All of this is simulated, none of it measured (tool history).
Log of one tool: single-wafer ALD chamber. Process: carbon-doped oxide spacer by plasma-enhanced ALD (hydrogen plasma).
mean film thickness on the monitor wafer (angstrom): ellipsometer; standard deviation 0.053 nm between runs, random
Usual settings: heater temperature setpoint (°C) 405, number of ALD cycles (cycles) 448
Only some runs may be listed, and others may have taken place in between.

run,day,heater temperature setpoint (°C),number of ALD cycles (cycles),wafers since the last listed run,hours since the last thermocouple change,hours since the gauge calibration,"read-back reference wafer on the same gauge, thickness_nm",mean film thickness on the monitor wafer (angstrom)
1,0,405,448,0,869.6,1171.4,24.386,215.69
2,1.079,417,448,28,895.5,1197.3,24.401,206.13
3,3.521,405,479,63,954.1,1255.9,24.387,230.73
# day 9.783: thermocouple changed; heater temperature recalibrated
4,12.325,405,448,220,61,1467.2,24.405,213.53
5,14.175,405,448,48,105.4,1511.6,24.412,214.32
6,16.996,395,482,73,173.1,1579.3,24.409,233.27
7,18.621,405,448,42,212.1,1618.3,24.395,214.89
8,21.333,405,448,70,277.2,1683.4,24.399,215.96
9,24.05,405,448,70,342.4,1748.6,24.36,214.57
10,26.879,410,504,73,410.3,1816.5,24.401,237.96
11,28.971,410,504,54,460.5,1866.7,24.402,238.44
12,30.788,405,448,47,504.1,1910.3,24.422,215.6
13,32.058,405,448,33,534.6,1940.8,24.386,215.89
14,36.108,405,448,105,631.8,2038,24.375,216.18
15,38.125,405,448,52,680.2,2086.4,24.391,216.49
16,40.25,405,481,55,731.2,2137.4,24.397,231.51
17,42.792,412,424,66,792.2,2198.4,24.419,200.44
18,44.704,401,448,49,838.1,2244.3,24.379,216.15
19,46.971,405,487,58,892.5,2298.7,24.418,235.83
20,51.133,412,489,108,992.4,2398.6,24.388,230.63
21,52.888,394,412,45,1034.5,2440.7,24.393,199.9
22,54.267,394,498,35,1067.6,2473.8,24.393,241.97
# day 56.612: thermocouple changed; heater temperature recalibrated
23,56.633,392,470,52,0.5,2530.6,24.394,228.61
24,57.646,405,448,26,24.8,2554.9,24.419,216.92
25,60.271,405,448,68,87.8,2617.9,24.414,217.16
26,64.533,415,448,110,190.1,2720.2,24.429,211.9
# day 65.958: gauge calibrated
27,66.283,405,448,45,232.1,7.8,24.395,217.4
28,68.342,411,368,53,281.5,57.2,24.409,177.67
29,69.788,413,516,37,316.2,91.9,24.424,245.25
30,71.917,411,508,55,367.3,143,24.389,242.98
# day 73.696: thermocouple changed; heater temperature recalibrated, repeated, since the last time left the tool worse
31,74.712,420,384,63,24.4,210.1,24.396,174.39
32,77.583,415,379,74,93.3,279,24.422,174.92
33,84.121,399,419,169,250.2,435.9,24.408,202.91

Predict each of these 4 candidate next runs independently; none follows another, all start after run 33:
A,84.167,405,448,1,251.3,437,?,?
B,84.167,412,502,1,251.3,437,?,?
C,84.167,416,413,1,251.3,437,?,?
D,84.167,392,408,1,251.3,437,?,?

run,"read-back reference wafer on the same gauge, thickness_nm",mean film thickness on the monitor wafer (angstrom)
A,24.425,215.5
B,24.425,235.64
C,24.425,191.12
D,24.425,198.01
Without the tool's hidden state the same runs would have given:
run,mean film thickness on the monitor wafer (angstrom)
A,214.16
B,234.14
C,189.89
D,198.01
